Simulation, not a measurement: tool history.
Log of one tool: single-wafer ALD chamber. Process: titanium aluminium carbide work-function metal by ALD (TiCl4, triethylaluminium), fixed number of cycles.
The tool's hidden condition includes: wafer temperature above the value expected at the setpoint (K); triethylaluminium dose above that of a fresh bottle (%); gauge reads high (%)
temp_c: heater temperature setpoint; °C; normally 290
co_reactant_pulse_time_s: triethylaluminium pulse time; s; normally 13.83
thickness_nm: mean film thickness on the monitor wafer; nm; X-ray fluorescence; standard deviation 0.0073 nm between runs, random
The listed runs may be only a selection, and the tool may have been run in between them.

| run | hour | temp_c | co_reactant_pulse_time_s | wafers since the last listed run | hours since the last thermocouple change | hours since the last triethylaluminium bottle change | hours since the showerhead was replaced | hours since the gauge calibration | read-back reference wafer on the same gauge, thickness_nm | thickness_nm |
|---|---|---|---|---|---|---|---|---|---|---|
| 1 | 0 | 290 | 9.59 | 0 | 923 | 301 | 7425.6 | 92.1 | 2.009 | 1.892 |
| 2 | 26.8 | 290 | 9.59 | 211 | 949.8 | 327.8 | 7452.4 | 118.9 | 2.013 | 1.887 |
| 3 | 71.7 | 290 | 13.83 | 354 | 994.7 | 372.7 | 7497.3 | 163.8 | 2.009 | 1.923 |
| 4 | 276.4 | 290 | 13.83 | 1617 | 1199.4 | 577.4 | 7702 | 368.5 | 2.008 | 1.905 |
| 5 | 324.8 | 290 | 13.83 | 382 | 1247.8 | 625.8 | 7750.4 | 416.9 | 2.01 | 1.889 |
|  | 380.7 | triethylaluminium bottle replaced |
| 6 | 381.2 | 290 | 16.07 | 382 | 1304.2 | 0.5 | 7806.8 | 473.3 | 2.008 | 1.941 |
| 7 | 400.5 | 290 | 10.37 | 152 | 1323.5 | 19.8 | 7826.1 | 492.6 | 2.011 | 1.915 |
|  | 418.7 | thermocouple changed; heater temperature recalibrated |
| 8 | 468.5 | 299 | 17.49 | 473 | 49.8 | 87.8 | 7894.1 | 560.6 | 2.009 | 2.029 |
| 9 | 538.8 | 302 | 11.62 | 555 | 120.1 | 158.1 | 7964.4 | 630.9 | 2.01 | 2.044 |
|  | 583.4 | showerhead replaced |
| 10 | 597.9 | 277 | 13.83 | 403 | 179.2 | 217.2 | 14.5 | 690 | 2.009 | 1.804 |
|  | 619 | gauge calibrated |
| 11 | 623.6 | 305 | 18.23 | 203 | 204.9 | 242.9 | 40.2 | 4.6 | 2.008 | 2.099 |
| 12 | 649.4 | 285 | 16.02 | 203 | 230.7 | 268.7 | 66 | 30.4 | 2.011 | 1.902 |
| 13 | 704.6 | 290 | 13.83 | 436 | 285.9 | 323.9 | 121.2 | 85.6 | 2.009 | 1.923 |
| 14 | 734.1 | 290 | 13.83 | 233 | 315.4 | 353.4 | 150.7 | 115.1 | 2.01 | 1.927 |
| 15 | 776.1 | 290 | 8.69 | 331 | 357.4 | 395.4 | 192.7 | 157.1 | 2.01 | 1.864 |

Below are 5 alternative next runs, each starting from the tool's condition after run 15. Predict each:
| A | 776.5 | 300 | 13.83 | 3 | 357.8 | 395.8 | 193.1 | 157.5 | ? | ? |
| B | 776.5 | 295 | 8.81 | 3 | 357.8 | 395.8 | 193.1 | 157.5 | ? | ? |
| C | 776.5 | 278 | 18.03 | 3 | 357.8 | 395.8 | 193.1 | 157.5 | ? | ? |
| D | 776.5 | 279 | 16.97 | 3 | 357.8 | 395.8 | 193.1 | 157.5 | ? | ? |
| E | 776.5 | 275 | 13.83 | 3 | 357.8 | 395.8 | 193.1 | 157.5 | ? | ? |

| run | read-back reference wafer on the same gauge, thickness_nm | thickness_nm |
|---|---|---|
| A | 2.008 | 2.022 |
| B | 2.008 | 1.917 |
| C | 2.008 | 1.82 |
| D | 2.008 | 1.828 |
| E | 2.008 | 1.776 |
Had the tool no hidden state, the same runs would have come out as:
| run | thickness_nm |
|---|---|
| A | 2.034 |
| B | 1.944 |
| C | 1.826 |
| D | 1.834 |
| E | 1.787 |
